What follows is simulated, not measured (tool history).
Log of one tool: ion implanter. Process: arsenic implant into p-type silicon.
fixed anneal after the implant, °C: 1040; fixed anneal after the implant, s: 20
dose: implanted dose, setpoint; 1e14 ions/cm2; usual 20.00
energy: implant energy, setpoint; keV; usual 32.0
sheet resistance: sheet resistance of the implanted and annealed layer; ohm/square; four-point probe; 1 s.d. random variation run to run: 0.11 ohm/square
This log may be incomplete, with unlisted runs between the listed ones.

run	hour	dose	energy	read-back reference wafer on the same gauge, sheet resistance	sheet resistance
1	0.0	23.01	32.0	78.70	74.01
2	34.8	18.29	29.5	78.75	82.83
3	55.5	18.29	29.5	78.68	82.97
4	125.3	22.16	32.0	78.69	74.81
5	149.5	22.16	32.0	78.68	75.04
6	170.1	22.16	32.0	78.69	74.78
7	201.6	20.00	32.0	78.77	78.18
8	226.7	20.00	32.0	78.69	78.28
9	250.4	20.00	25.0	78.70	83.26
10	270.8	20.00	25.0	78.75	83.34
11	300.9	20.00	25.0	78.71	83.20
12	316.6	20.00	32.0	78.67	78.24
# hour 336.0: gauge calibrated
13	344.6	20.00	32.0	78.73	78.21
# hour 362.1: extraction supply calibrated
14	367.5	23.59	28.5	78.71	75.62
15	382.3	15.60	37.0	78.68	85.51
16	404.9	14.21	21.5	78.71	99.75
17	433.9	24.52	37.5	78.72	68.66
# hour 457.9: Faraday cup replaced and dose calibrated
18	469.7	20.00	40.0	78.71	71.32
19	494.9	20.00	38.5	78.69	72.26
20	527.4	18.15	38.0	78.77	75.92
21	560.1	14.60	41.5	78.71	83.61
22	572.8	18.29	29.5	78.70	80.89
23	606.7	23.59	28.5	78.70	74.17
24	624.3	17.65	37.5	78.70	77.61
25	646.1	18.26	32.0	78.66	79.50

5 options for the next run, each taken on its own from the tool as it stands now. Forecast them:
A	646.5	20.00	32.0	?	?
B	646.5	16.01	38.5	?	?
C	646.5	24.81	40.5	?	?
D	646.5	23.94	28.5	?	?
E	646.5	14.09	32.0	?	?

run	read-back reference wafer on the same gauge, sheet resistance	sheet resistance
A	78.69	76.50
B	78.69	81.08
C	78.69	65.28
D	78.69	73.99
E	78.69	90.53
With no hidden state in the tool, these same runs would have given:
run	sheet resistance
A	76.36
B	80.89
C	65.18
D	73.89
E	90.31

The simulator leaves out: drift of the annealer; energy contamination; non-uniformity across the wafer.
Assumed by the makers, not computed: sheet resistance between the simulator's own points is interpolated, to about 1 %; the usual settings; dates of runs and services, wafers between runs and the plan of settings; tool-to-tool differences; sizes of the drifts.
